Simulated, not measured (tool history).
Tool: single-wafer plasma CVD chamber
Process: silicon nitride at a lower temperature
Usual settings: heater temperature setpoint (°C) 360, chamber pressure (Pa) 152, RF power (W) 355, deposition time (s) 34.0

| run | hour | heater temperature setpoint (°C) | chamber pressure (Pa) | RF power (W) | deposition time (s) | wafers since the last listed run | hours since the last thermocouple change | hours since the last RF generator calibration | hours since the last manometer calibration | hours since the showerhead was replaced | hours since the gauge calibration | read-back reference wafer on the same gauge, thickness_nm | mean film thickness on the monitor wafer (nm) |
|---|---|---|---|---|---|---|---|---|---|---|---|---|---|
| 1 | 0.0 | 360 | 152 | 355 | 34.0 | 0 | 624.0 | 1606.4 | 547.7 | 2941.1 | 1998.2 | 46.112 | 38.475 |
| 2 | 154.5 | 360 | 152 | 355 | 34.0 | 2960 | 778.5 | 1760.9 | 702.2 | 3095.6 | 2152.7 | 46.052 | 38.497 |
| 3 | 256.5 | 360 | 152 | 355 | 34.0 | 1954 | 880.5 | 1862.9 | 804.2 | 3197.6 | 2254.7 | 46.126 | 38.134 |
| 4 | 534.2 | 360 | 152 | 355 | 34.0 | 5320 | 1158.2 | 2140.6 | 1081.9 | 3475.3 | 2532.4 | 46.152 | 38.098 |
|  | 625.0 | capacitance manometer re-zeroed and calibrated |
| 5 | 632.4 | 360 | 152 | 355 | 34.0 | 1728 | 1256.4 | 2238.8 | 7.4 | 3573.5 | 2630.6 | 46.094 | 37.655 |
| 6 | 673.9 | 360 | 152 | 355 | 34.0 | 795 | 1297.9 | 2280.3 | 48.9 | 3615.0 | 2672.1 | 46.183 | 37.986 |
| 7 | 755.0 | 360 | 152 | 355 | 34.0 | 1553 | 1379.0 | 2361.4 | 130.0 | 3696.1 | 2753.2 | 46.062 | 38.002 |
| 8 | 815.3 | 360 | 152 | 355 | 34.0 | 1155 | 1439.3 | 2421.7 | 190.3 | 3756.4 | 2813.5 | 46.134 | 37.799 |
|  | 820.8 | gauge calibrated |
| 9 | 853.1 | 360 | 152 | 355 | 34.0 | 724 | 1477.1 | 2459.5 | 228.1 | 3794.2 | 32.3 | 46.036 | 37.757 |
| 10 | 897.8 | 360 | 152 | 355 | 34.0 | 856 | 1521.8 | 2504.2 | 272.8 | 3838.9 | 77.0 | 46.050 | 37.835 |
|  | 1147.6 | RF generator calibrated |
| 11 | 1165.8 | 360 | 152 | 355 | 34.0 | 4981 | 1789.8 | 18.2 | 540.8 | 4106.9 | 345.0 | 46.057 | 36.583 |
|  | 1220.4 | showerhead replaced |
| 12 | 1241.6 | 360 | 152 | 390 | 34.0 | 1298 | 1865.6 | 94.0 | 616.6 | 21.2 | 420.8 | 46.118 | 39.084 |
| 13 | 1302.4 | 360 | 152 | 390 | 34.0 | 1164 | 1926.4 | 154.8 | 677.4 | 82.0 | 481.6 | 46.087 | 38.923 |
| 14 | 1380.6 | 360 | 152 | 355 | 34.0 | 1498 | 2004.6 | 233.0 | 755.6 | 160.2 | 559.8 | 46.097 | 36.644 |
| 15 | 1436.7 | 364 | 129 | 395 | 39.0 | 1074 | 2060.7 | 289.1 | 811.7 | 216.3 | 615.9 | 46.166 | 43.049 |
| 16 | 1512.7 | 360 | 152 | 355 | 39.5 | 1456 | 2136.7 | 365.1 | 887.7 | 292.3 | 691.9 | 46.152 | 42.372 |
| 17 | 1582.1 | 360 | 152 | 375 | 34.0 | 1329 | 2206.1 | 434.5 | 957.1 | 361.7 | 761.3 | 46.100 | 37.532 |
|  | 1628.3 | RF generator calibrated, repeated, since the last time left the tool worse |
| 18 | 1637.5 | 364 | 129 | 395 | 39.0 | 908 | 2261.5 | 9.2 | 1012.5 | 417.1 | 816.7 | 46.092 | 45.527 |
| 19 | 1724.5 | 373 | 183 | 300 | 40.0 | 1666 | 2348.5 | 96.2 | 1099.5 | 504.1 | 903.7 | 46.196 | 43.158 |
|  | 1753.9 | thermocouple changed; heater temperature recalibrated |
|  | 1757.7 | capacitance manometer re-zeroed and calibrated |
| 20 | 1800.0 | 360 | 152 | 355 | 28.1 | 1221 | 46.1 | 171.7 | 42.3 | 579.6 | 979.2 | 46.036 | 32.612 |
| 21 | 1904.0 | 360 | 152 | 355 | 34.0 | 1992 | 150.1 | 275.7 | 146.3 | 683.6 | 1083.2 | 46.159 | 39.431 |
| 22 | 1979.2 | 360 | 152 | 355 | 34.0 | 1440 | 225.3 | 350.9 | 221.5 | 758.8 | 1158.4 | 46.069 | 39.024 |
| 23 | 2068.8 | 360 | 152 | 300 | 29.6 | 1716 | 314.9 | 440.5 | 311.1 | 848.4 | 1248.0 | 46.075 | 30.254 |
| 24 | 2116.8 | 348 | 165 | 425 | 27.3 | 919 | 362.9 | 488.5 | 359.1 | 896.4 | 1296.0 | 46.139 | 36.500 |
| 25 | 2167.0 | 353 | 152 | 305 | 39.8 | 961 | 413.1 | 538.7 | 409.3 | 946.6 | 1346.2 | 46.105 | 41.321 |
| 26 | 2290.8 | 360 | 173 | 355 | 34.0 | 2371 | 536.9 | 662.5 | 533.1 | 1070.4 | 1470.0 | 46.120 | 40.822 |

Forecast each of these 3 alternatives for the next run:
| A | 2291.2 | 360 | 152 | 355 | 34.0 | 7 | 537.3 | 662.9 | 533.5 | 1070.8 | 1470.4 | ? | ? |
| B | 2291.2 | 360 | 132 | 355 | 34.0 | 7 | 537.3 | 662.9 | 533.5 | 1070.8 | 1470.4 | ? | ? |
| C | 2291.2 | 353 | 152 | 325 | 34.0 | 7 | 537.3 | 662.9 | 533.5 | 1070.8 | 1470.4 | ? | ? |

| run | read-back reference wafer on the same gauge, thickness_nm | mean film thickness on the monitor wafer (nm) |
|---|---|---|
| A | 46.072 | 39.260 |
| B | 46.072 | 37.601 |
| C | 46.072 | 37.140 |
Without the tool's hidden state the same runs would have given:
| run | mean film thickness on the monitor wafer (nm) |
|---|---|
| A | 39.438 |
| B | 37.771 |
| C | 37.315 |

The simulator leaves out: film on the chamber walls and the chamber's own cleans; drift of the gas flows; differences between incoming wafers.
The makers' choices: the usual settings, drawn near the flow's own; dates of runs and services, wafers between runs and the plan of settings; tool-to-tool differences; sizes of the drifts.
